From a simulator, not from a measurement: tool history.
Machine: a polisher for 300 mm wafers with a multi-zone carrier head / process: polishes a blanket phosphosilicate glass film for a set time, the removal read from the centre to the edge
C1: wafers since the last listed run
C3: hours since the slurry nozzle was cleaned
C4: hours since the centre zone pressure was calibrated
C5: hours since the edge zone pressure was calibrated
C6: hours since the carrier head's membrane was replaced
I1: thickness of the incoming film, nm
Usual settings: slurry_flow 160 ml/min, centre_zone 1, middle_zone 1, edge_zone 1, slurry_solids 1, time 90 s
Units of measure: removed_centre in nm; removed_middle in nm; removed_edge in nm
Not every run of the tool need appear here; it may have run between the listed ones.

Run 1, hour 0: usual settings; C1 0; wafers polished on this pad 273; C3 644.9; C4 1046.9; C5 598.8; C6 1084; I1 2848.7. Result: removed_centre 635.6 nm, removed_middle 642.7 nm, removed_edge 640.1 nm.
Run 2, hour 15.6: usual settings; C1 148; wafers polished on this pad 421; C3 660.5; C4 1062.5; C5 614.4; C6 1099.6; I1 2894.3. Result: removed_centre 642.7 nm, removed_middle 647.4 nm, removed_edge 646.1 nm.
Run 3, hour 31.5: usual settings; C1 151; wafers polished on this pad 573; C3 676.4; C4 1078.4; C5 630.3; C6 1115.5; I1 2874.9. Result: removed_centre 635 nm, removed_middle 639.8 nm, removed_edge 630.2 nm.
Run 4, hour 42: usual settings; C1 99; wafers polished on this pad 673; C3 686.9; C4 1088.9; C5 640.8; C6 1126; I1 2837.1. Result: removed_centre 634.1 nm, removed_middle 644 nm, removed_edge 642.1 nm.
At hour 66.8: slurry nozzle cleaned.
At hour 69.8: carrier head's membrane replaced by a new one.
Run 5, hour 70.7: usual settings but middle_zone 1.05; C1 235; wafers polished on this pad 908; C3 3.9; C4 1117.6; C5 669.5; C6 0.9; I1 2937. Result: removed_centre 626.3 nm, removed_middle 661.2 nm, removed_edge 634.8 nm.
At hour 85.6: worn pad replaced by a new one.
Run 6, hour 110.1: usual settings but middle_zone 1.05; C1 337; wafers polished on this pad 233; C3 43.3; C4 1157; C5 708.9; C6 40.3; I1 2883.4. Result: removed_centre 628.9 nm, removed_middle 669.3 nm, removed_edge 636.7 nm.
Run 7, hour 124: usual settings; C1 132; wafers polished on this pad 365; C3 57.2; C4 1170.9; C5 722.8; C6 54.2; I1 2920.5. Result: removed_centre 642.4 nm, removed_middle 640.6 nm, removed_edge 643.1 nm.
Run 8, hour 140.1: usual settings but middle_zone 0.88, edge_zone 1.05; C1 153; wafers polished on this pad 519; C3 73.3; C4 1187; C5 738.9; C6 70.3; I1 2914.9. Result: removed_centre 637.4 nm, removed_middle 577.4 nm, removed_edge 655.5 nm.
Run 9, hour 153.3: usual settings but edge_zone 0.93; C1 125; wafers polished on this pad 644; C3 86.5; C4 1200.2; C5 752.1; C6 83.5; I1 2907.4. Result: removed_centre 627.3 nm, removed_middle 646.7 nm, removed_edge 615.6 nm.
Run 10, hour 170.3: usual settings; C1 161; wafers polished on this pad 806; C3 103.5; C4 1217.2; C5 769.1; C6 100.5; I1 2862.7. Result: removed_centre 630 nm, removed_middle 645.2 nm, removed_edge 633.7 nm.
At hour 183.8: edge zone pressure recalibrated.
Run 11, hour 200.2: usual settings; C1 265; wafers polished on this pad 1072; C3 133.4; C4 1247.1; C5 16.4; C6 130.4; I1 2936.6. Result: removed_centre 628.9 nm, removed_middle 637.9 nm, removed_edge 639 nm.
Run 12, hour 210.7: usual settings but middle_zone 0.93, edge_zone 1.07, slurry_solids 1.1; C1 99; wafers polished on this pad 1172; C3 143.9; C4 1257.6; C5 26.9; C6 140.9; I1 2880.5. Result: removed_centre 647.2 nm, removed_middle 619.9 nm, removed_edge 678.7 nm.
Run 13, hour 217.1: usual settings but slurry_solids 1.2; C1 60; wafers polished on this pad 1233; C3 150.3; C4 1264; C5 33.3; C6 147.3; I1 2832.9. Result: removed_centre 661.2 nm, removed_middle 669.5 nm, removed_edge 672.2 nm.
At hour 223.9: worn pad replaced by a new one.
Run 14, hour 227: usual settings but middle_zone 1.08; C1 56; wafers polished on this pad 29; C3 160.2; C4 1273.9; C5 43.2; C6 157.2; I1 2877.7. Result: removed_centre 633.7 nm, removed_middle 688.4 nm, removed_edge 633.5 nm.
Run 15, hour 239.4: usual settings but centre_zone 0.96, edge_zone 1.1, time 73 s; C1 118; wafers polished on this pad 148; C3 172.6; C4 1286.3; C5 55.6; C6 169.6; I1 2910. Result: removed_centre 485.5 nm, removed_middle 522.8 nm, removed_edge 544 nm.
Run 16, hour 252.7: usual settings; C1 126; wafers polished on this pad 274; C3 185.9; C4 1299.6; C5 68.9; C6 182.9; I1 2831.6. Result: removed_centre 634.8 nm, removed_middle 637.2 nm, removed_edge 637.9 nm.
At hour 261.4: centre zone pressure recalibrated.
Run 17, hour 263.1: usual settings but middle_zone 1.05, slurry_solids 0.8, time 99 s; C1 79; wafers polished on this pad 354; C3 196.3; C4 1.7; C5 79.3; C6 193.3; I1 2914. Result: removed_centre 646.4 nm, removed_middle 684.4 nm, removed_edge 650.9 nm.
Run 18, hour 312.7: usual settings but centre_zone 1.08, middle_zone 1.1; C1 472; wafers polished on this pad 826; C3 245.9; C4 51.3; C5 128.9; C6 242.9; I1 2892.2. Result: removed_centre 674.6 nm, removed_middle 697.5 nm, removed_edge 645.2 nm.
Run 19, hour 326: usual settings but centre_zone 1.04, time 69 s; C1 126; wafers polished on this pad 953; C3 259.2; C4 64.6; C5 142.2; C6 256.2; I1 2842.5. Result: removed_centre 501.7 nm, removed_middle 493 nm, removed_edge 492.2 nm.
At hour 363.1: worn pad replaced by a new one.
Run 20, hour 363.6: usual settings but middle_zone 1.04, edge_zone 0.97, slurry_solids 0.8; C1 319; wafers polished on this pad 5; C3 296.8; C4 102.2; C5 179.8; C6 293.8; I1 2875. Result: removed_centre 583.1 nm, removed_middle 614.3 nm, removed_edge 586.6 nm.
Run 21, hour 369.8: usual settings but middle_zone 1.07; C1 59; wafers polished on this pad 64; C3 303; C4 108.4; C5 186; C6 300; I1 2851.1. Result: removed_centre 630.8 nm, removed_middle 678.1 nm, removed_edge 633.1 nm.
Run 22, hour 385.5: usual settings but time 76 s; C1 149; wafers polished on this pad 213; C3 318.7; C4 124.1; C5 201.7; C6 315.7; I1 2849.5. Result: removed_centre 539.4 nm, removed_middle 543.3 nm, removed_edge 540.6 nm.

Below are 3 alternative next runs, each starting from the tool's condition after run 22. Predict each:
Run A, hour 385.9: usual settings but centre_zone 0.92; C1 3; wafers polished on this pad 217; C3 319.1; C4 124.5; C5 202.1; C6 316.1; I1 2862. Result: removed_centre ?, removed_middle ?, removed_edge ?.
Run B, hour 385.9: usual settings but slurry_flow 175 ml/min, centre_zone 1.07, time 104 s; C1 3; wafers polished on this pad 217; C3 319.1; C4 124.5; C5 202.1; C6 316.1; I1 2862. Result: removed_centre ?, removed_middle ?, removed_edge ?.
Run C, hour 385.9: usual settings but slurry_solids 1.1; C1 3; wafers polished on this pad 217; C3 319.1; C4 124.5; C5 202.1; C6 316.1; I1 2862. Result: removed_centre ?, removed_middle ?, removed_edge ?.

run  removed_centre  removed_middle  removed_edge
  A           586.3             649         644.3
  B           798.7           757.7         750.6
  C           656.9           668.3         663.8
Take away the tool's hidden state, keep each run's random variation, and the runs would have read:
run  removed_centre  removed_middle  removed_edge
  A           586.3             649         644.3
  B           798.7           757.7         750.6
  C           656.9           668.3         663.8
